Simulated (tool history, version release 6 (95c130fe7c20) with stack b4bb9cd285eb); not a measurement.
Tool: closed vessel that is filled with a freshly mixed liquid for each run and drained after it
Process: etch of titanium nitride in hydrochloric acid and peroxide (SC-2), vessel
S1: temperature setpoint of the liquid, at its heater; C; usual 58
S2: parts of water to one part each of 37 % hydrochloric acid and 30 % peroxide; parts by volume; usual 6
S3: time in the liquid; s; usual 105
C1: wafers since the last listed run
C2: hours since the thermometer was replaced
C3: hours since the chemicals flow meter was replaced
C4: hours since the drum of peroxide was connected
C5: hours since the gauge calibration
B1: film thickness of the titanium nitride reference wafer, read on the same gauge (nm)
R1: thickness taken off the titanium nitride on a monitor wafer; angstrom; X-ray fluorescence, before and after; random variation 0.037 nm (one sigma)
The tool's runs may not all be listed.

{"run": 1, "hour": 0.0, "S1": 58, "S2": 6, "S3": 105, "C1": 0, "C2": 1220.4, "C3": 1984.9, "C4": 13, "C5": 262.1, "B1": 110.02, "R1": 63.1}
{"hour": 9.8, "done": "gauge calibrated"}
{"run": 2, "hour": 35.8, "S1": 58, "S2": 6, "S3": 105, "C1": 4075, "C2": 1256.2, "C3": 2020.7, "C4": 48.8, "C5": 26, "B1": 110.04, "R1": 62.4}
{"run": 3, "hour": 58.1, "S1": 58, "S2": 5.5, "S3": 105, "C1": 2538, "C2": 1278.5, "C3": 2043, "C4": 71.1, "C5": 48.3, "B1": 110.05, "R1": 67.5}
{"run": 4, "hour": 86.0, "S1": 58, "S2": 5.5, "S3": 105, "C1": 3176, "C2": 1306.4, "C3": 2070.9, "C4": 99, "C5": 76.2, "B1": 110, "R1": 67}
{"run": 5, "hour": 110.4, "S1": 58, "S2": 5.5, "S3": 105, "C1": 2777, "C2": 1330.8, "C3": 2095.3, "C4": 123.4, "C5": 100.6, "B1": 109.99, "R1": 66.8}
{"run": 6, "hour": 136.7, "S1": 58, "S2": 6, "S3": 105, "C1": 2994, "C2": 1357.1, "C3": 2121.6, "C4": 149.7, "C5": 126.9, "B1": 109.97, "R1": 62.9}
{"run": 7, "hour": 158.5, "S1": 58, "S2": 4, "S3": 105, "C1": 2481, "C2": 1378.9, "C3": 2143.4, "C4": 171.5, "C5": 148.7, "B1": 110, "R1": 83.6}
{"run": 8, "hour": 185.5, "S1": 58, "S2": 8, "S3": 150, "C1": 3074, "C2": 1405.9, "C3": 2170.4, "C4": 198.5, "C5": 175.7, "B1": 110.01, "R1": 71.7}
{"run": 9, "hour": 216.3, "S1": 58, "S2": 6, "S3": 60, "C1": 3506, "C2": 1436.7, "C3": 2201.2, "C4": 229.3, "C5": 206.5, "B1": 110.03, "R1": 35.8}
{"run": 10, "hour": 237.8, "S1": 63.5, "S2": 6, "S3": 85, "C1": 2447, "C2": 1458.2, "C3": 2222.7, "C4": 250.8, "C5": 228, "B1": 110.01, "R1": 71.4}
{"hour": 251.2, "done": "new drum of peroxide connected"}
{"run": 11, "hour": 265.1, "S1": 52, "S2": 5, "S3": 155, "C1": 2994, "C2": 1485.5, "C3": 2250, "C4": 13.9, "C5": 255.3, "B1": 110.04, "R1": 72.3}
{"run": 12, "hour": 286.6, "S1": 48.5, "S2": 5, "S3": 105, "C1": 2447, "C2": 1507, "C3": 2271.5, "C4": 35.4, "C5": 276.8, "B1": 110, "R1": 39.1}
{"run": 13, "hour": 310.2, "S1": 58, "S2": 6, "S3": 105, "C1": 2686, "C2": 1530.6, "C3": 2295.1, "C4": 59, "C5": 300.4, "B1": 109.98, "R1": 63}
{"hour": 314.7, "done": "chemicals flow meter replaced"}
{"hour": 322.1, "done": "thermometer replaced"}
{"hour": 327.2, "done": "gauge calibrated"}
{"run": 14, "hour": 329.0, "S1": 48.5, "S2": 8.5, "S3": 70, "C1": 1912, "C2": 6.9, "C3": 14.3, "C4": 77.8, "C5": 1.8, "B1": 110, "R1": 17}
{"run": 15, "hour": 356.8, "S1": 58, "S2": 5.5, "S3": 105, "C1": 3165, "C2": 34.7, "C3": 42.1, "C4": 105.6, "C5": 29.6, "B1": 109.99, "R1": 66.5}
{"run": 16, "hour": 385.9, "S1": 58, "S2": 6, "S3": 105, "C1": 3313, "C2": 63.8, "C3": 71.2, "C4": 134.7, "C5": 58.7, "B1": 110.03, "R1": 62.7}
{"run": 17, "hour": 399.6, "S1": 53.5, "S2": 4.5, "S3": 85, "C1": 1559, "C2": 77.5, "C3": 84.9, "C4": 148.4, "C5": 72.4, "B1": 110.04, "R1": 46.8}
{"run": 18, "hour": 434.3, "S1": 63, "S2": 4.5, "S3": 105, "C1": 3950, "C2": 112.2, "C3": 119.6, "C4": 183.1, "C5": 107.1, "B1": 110, "R1": 105.3}

The tool's hidden state at each run:
liquid hotter than its thermometer reads (K): 0 in every run
chemicals flow below the setpoint (%): 0 in every run
peroxide weaker than its label (%): 0 in every run
gauge reads high (%): 0 in every run

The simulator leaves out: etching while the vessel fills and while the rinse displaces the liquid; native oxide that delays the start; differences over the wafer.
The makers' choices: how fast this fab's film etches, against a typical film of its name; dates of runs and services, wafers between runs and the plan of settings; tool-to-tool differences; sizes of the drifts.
